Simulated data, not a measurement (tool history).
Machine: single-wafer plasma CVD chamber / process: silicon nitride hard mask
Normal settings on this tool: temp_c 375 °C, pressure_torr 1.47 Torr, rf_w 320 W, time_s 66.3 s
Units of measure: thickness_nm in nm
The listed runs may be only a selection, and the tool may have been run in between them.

run	day	temp_c	pressure_torr	rf_w	time_s	read-back reference wafer on the same gauge, thickness_nm	thickness_nm
1	0	375	1.47	320	66.3	81.153	74.697
2	0.896	375	1.47	320	66.3	81.162	74.883
3	1.583	375	1.47	320	66.3	81.177	74.564
4	2.654	375	1.47	320	66.3	81.163	74.805
5	3.742	375	1.47	320	66.3	81.147	74.466
6	4.683	375	1.47	320	66.3	81.192	74.874
# day 5.842: gauge calibrated
7	6.129	375	1.47	320	66.3	81.191	74.793
8	6.967	375	1.47	320	66.3	81.235	74.486
# day 8.262: RF generator calibrated
9	8.283	375	1.47	375	71.3	81.2	86.744
# day 9.138: thermocouple changed; heater temperature recalibrated
10	9.158	375	1.47	320	66.3	81.224	74.618
11	10.004	365	1.18	270	73.1	81.258	70.384
12	10.662	375	1.47	320	66.3	81.178	74.608
13	11.867	384	1.37	265	59.4	81.193	59.569
# day 13.1: showerhead replaced
# day 13.788: capacitance manometer re-zeroed and calibrated
14	15.717	361	1.11	320	70.7	81.181	70.668
15	16.862	387	1.16	365	78.1	81.218	83.504
16	17.462	381	1.47	350	55	81.263	63.488

The tool's hidden state at each run:
wafer temperature above the value expected at the setpoint (K): 0 at every run
delivered RF power above the setpoint (%): 0 at every run
gauge reads high (%): 0 at every run
H1: true pressure above the setpoint (%)
run	H1
1	7.3
2	7.34
3	7.37
4	7.41
5	7.45
6	7.48
7	7.53
8	7.56
9	7.6
10	7.62
11	7.64
12	7.66
13	7.69
14	0.769
15	1.26
16	1.51
